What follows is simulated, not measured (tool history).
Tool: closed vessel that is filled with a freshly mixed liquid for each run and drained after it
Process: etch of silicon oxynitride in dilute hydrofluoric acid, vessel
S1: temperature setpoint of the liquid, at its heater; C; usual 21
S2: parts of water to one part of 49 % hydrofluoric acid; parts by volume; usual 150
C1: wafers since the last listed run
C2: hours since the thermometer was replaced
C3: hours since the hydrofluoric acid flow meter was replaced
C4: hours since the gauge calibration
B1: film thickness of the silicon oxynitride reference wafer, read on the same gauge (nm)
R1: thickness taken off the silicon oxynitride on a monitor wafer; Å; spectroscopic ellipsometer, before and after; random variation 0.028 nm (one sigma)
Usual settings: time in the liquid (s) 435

run 1 hour=0.0 | S1=21 S2=120 time_in_the_liquid_(s)=265 | C1=0 C2=1657.9 C3=2072.5 C4=305.7 | B1=111.59 | R1=48.6
run 2 hour=27.6 | S1=21 S2=105 time_in_the_liquid_(s)=435 | C1=2807 C2=1685.5 C3=2100.1 C4=333.3 | B1=111.64 | R1=91.8
run 3 hour=56.1 | S1=21 S2=105 time_in_the_liquid_(s)=435 | C1=2898 C2=1714.0 C3=2128.6 C4=361.8 | B1=111.66 | R1=91.6
run 4 hour=77.3 | S1=21 S2=105 time_in_the_liquid_(s)=435 | C1=2156 C2=1735.2 C3=2149.8 C4=383.0 | B1=111.66 | R1=92.6
run 5 hour=99.1 | S1=21 S2=150 time_in_the_liquid_(s)=435 | C1=2217 C2=1757.0 C3=2171.6 C4=404.8 | B1=111.71 | R1=62.3
run 6 hour=120.8 | S1=21 S2=120 time_in_the_liquid_(s)=305 | C1=2207 C2=1778.7 C3=2193.3 C4=426.5 | B1=111.68 | R1=56.2
-- hour=140.0 gauge calibrated
run 7 hour=141.9 | S1=21 S2=120 time_in_the_liquid_(s)=305 | C1=2146 C2=1799.8 C3=2214.4 C4=1.9 | B1=109.97 | R1=55.0
run 8 hour=173.2 | S1=21 S2=185 time_in_the_liquid_(s)=435 | C1=3183 C2=1831.1 C3=2245.7 C4=33.2 | B1=110.36 | R1=49.2
run 9 hour=187.7 | S1=17 S2=150 time_in_the_liquid_(s)=520 | C1=1474 C2=1845.6 C3=2260.2 C4=47.7 | B1=110.50 | R1=60.7
run 10 hour=207.2 | S1=18 S2=185 time_in_the_liquid_(s)=435 | C1=1983 C2=1865.1 C3=2279.7 C4=67.2 | B1=110.67 | R1=42.5
run 11 hour=222.7 | S1=21 S2=150 time_in_the_liquid_(s)=435 | C1=1576 C2=1880.6 C3=2295.2 C4=82.7 | B1=110.80 | R1=61.7
-- hour=229.0 hydrofluoric acid flow meter replaced
run 12 hour=238.5 | S1=24 S2=190 time_in_the_liquid_(s)=630 | C1=1505 C2=1896.4 C3=9.5 C4=98.5 | B1=110.93 | R1=79.2
-- hour=243.6 thermometer replaced
run 13 hour=251.3 | S1=21 S2=195 time_in_the_liquid_(s)=660 | C1=1200 C2=7.7 C3=22.3 C4=111.3 | B1=111.00 | R1=69.9
run 14 hour=284.5 | S1=23 S2=150 time_in_the_liquid_(s)=435 | C1=3376 C2=40.9 C3=55.5 C4=144.5 | B1=111.17 | R1=68.0
run 15 hour=309.2 | S1=18 S2=185 time_in_the_liquid_(s)=435 | C1=2512 C2=65.6 C3=80.2 C4=169.2 | B1=111.27 | R1=42.8
run 16 hour=331.6 | S1=21 S2=150 time_in_the_liquid_(s)=435 | C1=2278 C2=88.0 C3=102.6 C4=191.6 | B1=111.40 | R1=62.7

Forecast each of these 5 alternatives for the next run:
run A hour=332.4 | S1=21 S2=150 time_in_the_liquid_(s)=435 | C1=81 C2=88.8 C3=103.4 C4=192.4 | B1=? | R1=?
run B hour=332.4 | S1=21 S2=205 time_in_the_liquid_(s)=435 | C1=81 C2=88.8 C3=103.4 C4=192.4 | B1=? | R1=?
run C hour=332.4 | S1=17 S2=110 time_in_the_liquid_(s)=525 | C1=81 C2=88.8 C3=103.4 C4=192.4 | B1=? | R1=?
run D hour=332.4 | S1=21 S2=75 time_in_the_liquid_(s)=515 | C1=81 C2=88.8 C3=103.4 C4=192.4 | B1=? | R1=?
run E hour=332.4 | S1=21 S2=150 time_in_the_liquid_(s)=355 | C1=81 C2=88.8 C3=103.4 C4=192.4 | B1=? | R1=?

run=A B1=111.35 R1=62.5
run=B B1=111.35 R1=44.0
run=C B1=111.35 R1=87.0
run=D B1=111.35 R1=156.3
run=E B1=111.35 R1=51.0
Without the tool's hidden state the same runs would have given:
run=A R1=61.7
run=B R1=43.5
run=C R1=85.9
run=D R1=154.4
run=E R1=50.4
